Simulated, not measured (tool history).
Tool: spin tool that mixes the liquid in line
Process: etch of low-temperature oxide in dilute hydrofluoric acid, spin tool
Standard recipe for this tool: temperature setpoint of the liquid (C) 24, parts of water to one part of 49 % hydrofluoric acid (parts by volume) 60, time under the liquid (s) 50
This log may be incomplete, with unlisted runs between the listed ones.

| run | hour | temperature setpoint of the liquid (C) | parts of water to one part of 49 % hydrofluoric acid (parts by volume) | time under the liquid (s) | read-back film thickness of the low-temperature oxide reference wafer, read on the same gauge (nm) | thickness taken off the low-temperature oxide on a monitor wafer (angstrom) |
|---|---|---|---|---|---|---|
| 1 | 0 | 24 | 60 | 50 | 40.02 | 125.5 |
|  | 7.2 | gauge calibrated |
| 2 | 14.2 | 24 | 60 | 50 | 40 | 126.6 |
| 3 | 30 | 24 | 45 | 30 | 40.01 | 102.7 |
| 4 | 37.7 | 24 | 45 | 30 | 39.98 | 102.4 |
| 5 | 48.8 | 24 | 45 | 30 | 39.98 | 101.8 |
| 6 | 60.3 | 24 | 60 | 50 | 39.99 | 125.4 |
| 7 | 77.9 | 24 | 60 | 50 | 39.99 | 123.9 |
| 8 | 94.1 | 24 | 60 | 50 | 40 | 123.7 |
| 9 | 101.6 | 24 | 60 | 50 | 40.02 | 124.9 |
| 10 | 111.2 | 28.5 | 60 | 60 | 40 | 179.7 |
| 11 | 126.2 | 26.5 | 75 | 40 | 40 | 85.9 |
| 12 | 139.9 | 24 | 75 | 60 | 40.01 | 116.6 |
| 13 | 151.5 | 28.5 | 35 | 50 | 40.03 | 265.6 |
| 14 | 167.1 | 19.5 | 40 | 20 | 39.95 | 63 |
| 15 | 183.8 | 22 | 85 | 65 | 40.01 | 100.2 |
| 16 | 194.9 | 24 | 60 | 50 | 40.02 | 122.1 |
| 17 | 201.2 | 24 | 60 | 50 | 40.01 | 122.8 |
| 18 | 218.4 | 24 | 60 | 50 | 39.98 | 122.4 |
| 19 | 232.9 | 24 | 80 | 40 | 40 | 72 |
|  | 238.8 | hydrofluoric acid flow meter replaced |
| 20 | 246.2 | 24 | 60 | 35 | 40.01 | 98.5 |
| 21 | 254.7 | 24 | 90 | 75 | 39.98 | 135.2 |
|  | 261.7 | thermometer replaced |
| 22 | 265.7 | 27 | 60 | 50 | 39.96 | 173.1 |
| 23 | 273.4 | 28.5 | 35 | 50 | 40.01 | 329.2 |
| 24 | 281.2 | 24 | 40 | 65 | 40.02 | 307.9 |
| 25 | 289.1 | 26 | 80 | 80 | 40.01 | 196.2 |
| 26 | 301.8 | 28 | 60 | 80 | 39.95 | 290.6 |
| 27 | 319.4 | 28.5 | 60 | 40 | 40 | 147 |
| 28 | 330.6 | 19 | 40 | 50 | 40.04 | 191.7 |
| 29 | 379.8 | 24 | 60 | 40 | 40.02 | 122.9 |
| 30 | 397.7 | 26.5 | 60 | 50 | 39.99 | 170 |
| 31 | 413.6 | 24 | 50 | 60 | 40 | 222.4 |
| 32 | 429.4 | 21.5 | 70 | 60 | 39.99 | 138.5 |

Forecast each of these 5 alternatives for the next run:
| A | 429.8 | 24 | 60 | 50 | ? | ? |
| B | 429.8 | 19.5 | 35 | 70 | ? | ? |
| C | 429.8 | 24 | 60 | 75 | ? | ? |
| D | 429.8 | 24 | 75 | 30 | ? | ? |
| E | 429.8 | 28.5 | 40 | 80 | ? | ? |

| run | read-back film thickness of the low-temperature oxide reference wafer, read on the same gauge (nm) | thickness taken off the low-temperature oxide on a monitor wafer (angstrom) |
|---|---|---|
| A | 39.98 | 151.5 |
| B | 39.98 | 310.4 |
| C | 39.98 | 227.2 |
| D | 39.98 | 71.3 |
| E | 39.98 | 448.8 |
Without the tool's hidden state the same runs would have given:
| run | thickness taken off the low-temperature oxide on a monitor wafer (angstrom) |
|---|---|
| A | 159.4 |
| B | 326.8 |
| C | 239.1 |
| D | 75 |
| E | 471.9 |

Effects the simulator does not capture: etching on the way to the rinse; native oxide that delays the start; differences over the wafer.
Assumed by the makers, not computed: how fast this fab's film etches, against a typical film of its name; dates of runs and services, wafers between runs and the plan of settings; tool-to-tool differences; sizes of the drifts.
